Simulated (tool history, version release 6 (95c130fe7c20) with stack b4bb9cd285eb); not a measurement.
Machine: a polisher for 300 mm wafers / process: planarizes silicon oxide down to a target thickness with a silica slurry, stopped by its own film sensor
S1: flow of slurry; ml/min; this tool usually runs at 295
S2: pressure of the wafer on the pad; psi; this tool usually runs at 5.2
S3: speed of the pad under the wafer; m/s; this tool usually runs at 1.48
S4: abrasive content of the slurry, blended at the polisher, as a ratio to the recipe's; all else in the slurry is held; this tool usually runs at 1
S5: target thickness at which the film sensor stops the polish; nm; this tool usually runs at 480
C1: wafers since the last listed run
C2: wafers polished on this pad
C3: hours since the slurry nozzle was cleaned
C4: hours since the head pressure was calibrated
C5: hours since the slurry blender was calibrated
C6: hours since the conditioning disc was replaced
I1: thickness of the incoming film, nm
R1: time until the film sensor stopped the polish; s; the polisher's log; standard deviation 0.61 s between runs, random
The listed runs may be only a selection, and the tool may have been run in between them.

run 1 day=0 | S1=240 S2=3.7 S3=1.48 S4=1 S5=361 | C1=0 C2=1206 C3=303.3 C4=1048 C5=263.1 C6=28.4 | I1=852.6 | R1=114.4
run 2 day=1.279 | S1=295 S2=5.2 S3=1.48 S4=1 S5=480 | C1=365 C2=1572 C3=334 C4=1078.7 C5=293.8 C6=59.1 | I1=835.7 | R1=57.3
run 3 day=2.579 | S1=295 S2=5.2 S3=1.48 S4=0.75 S5=364 | C1=371 C2=1944 C3=365.2 C4=1109.9 C5=325 C6=90.3 | I1=849.7 | R1=93.4
-- day=3.688 slurry blender recalibrated
run 4 day=3.95 | S1=295 S2=7 S3=1.14 S4=1.2 S5=480 | C1=368 C2=2312 C3=398.1 C4=1142.8 C5=6.3 C6=123.2 | I1=826.8 | R1=47.2
run 5 day=4.808 | S1=295 S2=5.2 S3=1.48 S4=1 S5=596 | C1=245 C2=2557 C3=418.7 C4=1163.4 C5=26.9 C6=143.8 | I1=839.5 | R1=38.6
run 6 day=5.512 | S1=295 S2=5.2 S3=1.48 S4=0.85 S5=480 | C1=201 C2=2758 C3=435.6 C4=1180.3 C5=43.8 C6=160.7 | I1=848.2 | R1=65.2
-- day=6.342 worn pad replaced by a new one
run 7 day=6.362 | S1=295 S2=5.2 S3=1.48 S4=1 S5=517 | C1=195 C2=5 C3=456 C4=1200.7 C5=64.2 C6=181.1 | I1=827.1 | R1=49.8
run 8 day=6.912 | S1=295 S2=4.7 S3=1.48 S4=1 S5=423 | C1=157 C2=162 C3=469.2 C4=1213.9 C5=77.4 C6=194.3 | I1=837 | R1=74.8
-- day=7 head pressure recalibrated
run 9 day=7.604 | S1=295 S2=5.2 S3=1.48 S4=1 S5=480 | C1=173 C2=336 C3=485.8 C4=14.5 C5=94 C6=210.9 | I1=835.8 | R1=57.7
-- day=7.95 conditioning disc replaced and pad reconditioned
run 10 day=8.738 | S1=295 S2=5.2 S3=1.48 S4=1 S5=480 | C1=300 C2=637 C3=513 C4=41.7 C5=121.2 C6=18.9 | I1=838.5 | R1=57.9
run 11 day=9.971 | S1=215 S2=5.2 S3=1.9 S4=1 S5=480 | C1=352 C2=989 C3=542.6 C4=71.3 C5=150.8 C6=48.5 | I1=843.9 | R1=50.9
run 12 day=10.708 | S1=390 S2=5.2 S3=1.48 S4=1 S5=390 | C1=210 C2=1200 C3=560.3 C4=89 C5=168.5 C6=66.2 | I1=835.1 | R1=69.6
run 13 day=11.633 | S1=295 S2=5.2 S3=1.48 S4=1 S5=421 | C1=264 C2=1464 C3=582.5 C4=111.2 C5=190.7 C6=88.4 | I1=837.2 | R1=67.6
run 14 day=13.046 | S1=295 S2=5.2 S3=1.48 S4=1 S5=480 | C1=403 C2=1868 C3=616.4 C4=145.1 C5=224.6 C6=122.3 | I1=840 | R1=59.5
run 15 day=13.567 | S1=295 S2=6.9 S3=1.48 S4=1.1 S5=480 | C1=148 C2=2017 C3=628.9 C4=157.6 C5=237.1 C6=134.8 | I1=832.1 | R1=41.3
run 16 day=14.167 | S1=295 S2=5.2 S3=1.66 S4=1.25 S5=480 | C1=171 C2=2189 C3=643.3 C4=172 C5=251.5 C6=149.2 | I1=848.8 | R1=49.2
run 17 day=15.233 | S1=295 S2=5.8 S3=1.26 S4=1.25 S5=480 | C1=304 C2=2493 C3=668.9 C4=197.6 C5=277.1 C6=174.8 | I1=832.1 | R1=52.7

For run 18, what comes out?
-- day=15.425 worn pad replaced by a new one
run 18 day=15.783 | S1=390 S2=4.6 S3=1.48 S4=1 S5=480 | C1=109 C2=102 C3=682.1 C4=210.8 C5=290.3 C6=188 | I1=828.7 | R1=?

R1: 61.9 s
Without the tool's hidden state the same run would have given R1 61.9 s.
